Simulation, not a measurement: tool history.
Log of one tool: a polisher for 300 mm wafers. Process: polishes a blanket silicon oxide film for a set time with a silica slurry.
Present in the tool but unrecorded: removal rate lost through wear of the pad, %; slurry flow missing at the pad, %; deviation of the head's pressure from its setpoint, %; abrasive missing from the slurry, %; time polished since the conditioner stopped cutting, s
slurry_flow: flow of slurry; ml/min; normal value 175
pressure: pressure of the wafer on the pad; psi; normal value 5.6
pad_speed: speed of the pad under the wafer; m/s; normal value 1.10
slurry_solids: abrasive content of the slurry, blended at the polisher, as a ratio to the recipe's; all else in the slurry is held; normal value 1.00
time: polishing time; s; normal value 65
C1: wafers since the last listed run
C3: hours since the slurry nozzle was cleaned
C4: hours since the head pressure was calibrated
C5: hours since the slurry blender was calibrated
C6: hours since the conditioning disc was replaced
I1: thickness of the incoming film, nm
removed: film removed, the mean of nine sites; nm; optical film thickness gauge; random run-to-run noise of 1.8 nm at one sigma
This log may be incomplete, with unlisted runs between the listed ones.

Run 1, day 0.000: usual settings; C1 0; wafers polished on this pad 243; C3 123.1; C4 170.6; C5 448.6; C6 304.1; I1 1714.4. Result: removed 250.6 nm.
At day 0.400: slurry blender recalibrated.
Run 2, day 1.558: usual settings; C1 370; wafers polished on this pad 613; C3 160.5; C4 208.0; C5 27.8; C6 341.5; I1 1693.7. Result: removed 251.1 nm.
Run 3, day 3.862: usual settings; C1 578; wafers polished on this pad 1192; C3 215.8; C4 263.3; C5 83.1; C6 396.8; I1 1692.6. Result: removed 246.2 nm.
At day 6.558: conditioning disc replaced and pad reconditioned.
Run 4, day 7.300: usual settings but time 81 s; C1 841; wafers polished on this pad 2033; C3 298.3; C4 345.8; C5 165.6; C6 17.8; I1 1668.0. Result: removed 305.8 nm.
At day 7.808: worn pad replaced by a new one.
At day 8.612: slurry nozzle cleaned.
Run 5, day 10.442: usual settings but time 81 s; C1 736; wafers polished on this pad 650; C3 43.9; C4 421.2; C5 241.0; C6 93.2; I1 1666.7. Result: removed 303.1 nm.
Run 6, day 14.029: usual settings; C1 900; wafers polished on this pad 1550; C3 130.0; C4 507.3; C5 327.1; C6 179.3; I1 1676.5. Result: removed 243.9 nm.
At day 16.417: worn pad replaced by a new one.
Run 7, day 19.675: usual settings; C1 1375; wafers polished on this pad 817; C3 265.5; C4 642.8; C5 462.6; C6 314.8; I1 1653.7. Result: removed 238.5 nm.
At day 20.954: slurry blender recalibrated.
Run 8, day 22.779: usual settings; C1 758; wafers polished on this pad 1575; C3 340.0; C4 717.3; C5 43.8; C6 389.3; I1 1668.7. Result: removed 236.2 nm.
At day 24.838: worn pad replaced by a new one.
At day 24.950: slurry nozzle cleaned.
At day 26.129: head pressure recalibrated.
Run 9, day 26.992: usual settings; C1 984; wafers polished on this pad 509; C3 49.0; C4 20.7; C5 144.9; C6 490.4; I1 1675.2. Result: removed 220.9 nm.
At day 29.692: conditioning disc replaced and pad reconditioned.
Run 10, day 29.946: usual settings but slurry_solids 1.10, time 48 s; C1 720; wafers polished on this pad 1230; C3 119.9; C4 91.6; C5 215.8; C6 6.1; I1 1681.3. Result: removed 169.2 nm.
Run 11, day 31.562: usual settings but slurry_flow 130 ml/min; C1 405; wafers polished on this pad 1635; C3 158.7; C4 130.4; C5 254.6; C6 44.9; I1 1684.8. Result: removed 205.8 nm.
At day 33.062: head pressure recalibrated, repeated, since the last time left the tool worse.
At day 34.092: worn pad replaced by a new one.
Run 12, day 34.321: usual settings but pad_speed 1.30 m/s; C1 629; wafers polished on this pad 57; C3 224.9; C4 30.2; C5 320.8; C6 111.1; I1 1689.7. Result: removed 281.8 nm.
Run 13, day 35.904: usual settings but slurry_solids 1.10, time 48 s; C1 397; wafers polished on this pad 454; C3 262.9; C4 68.2; C5 358.8; C6 149.1; I1 1651.5. Result: removed 193.0 nm.
Run 14, day 38.871: usual settings but pressure 6.1 psi, pad_speed 1.38 m/s, slurry_solids 0.75, time 77 s; C1 744; wafers polished on this pad 1199; C3 334.1; C4 139.4; C5 430.0; C6 220.3; I1 1679.2. Result: removed 318.1 nm.
At day 40.521: slurry nozzle cleaned.
At day 42.400: slurry blender recalibrated.
Run 15, day 42.646: usual settings but pressure 4.7 psi, time 57 s; C1 916; wafers polished on this pad 2115; C3 51.0; C4 230.0; C5 5.9; C6 310.9; I1 1671.6. Result: removed 181.5 nm.
At day 43.312: worn pad replaced by a new one.
Run 16, day 46.133: usual settings but pressure 7.6 psi, time 87 s; C1 833; wafers polished on this pad 707; C3 134.7; C4 313.7; C5 89.6; C6 394.6; I1 1687.5. Result: removed 444.6 nm.

Some steps in removed, run to run, broken into two amounts with sign: the step expected even without the hidden condition (settings, incoming material, random variation), and the rest, left for the hidden condition together with whatever gauge scatter is not in both the measured and the hidden-condition-free result:
Run 11 -> 12: slurry_flow 130 -> 175, pad_speed 1.10 -> 1.30, head pressure recalibrated, repeated, since the last time left the tool worse, worn pad replaced by a new one. removed +76.0 nm: hidden state +28.8, all else +47.2.
Run 15 -> 16: pressure 4.7 -> 7.6, time 57 -> 87, worn pad replaced by a new one. removed +263.1 nm: hidden state -6.7, all else +269.8.
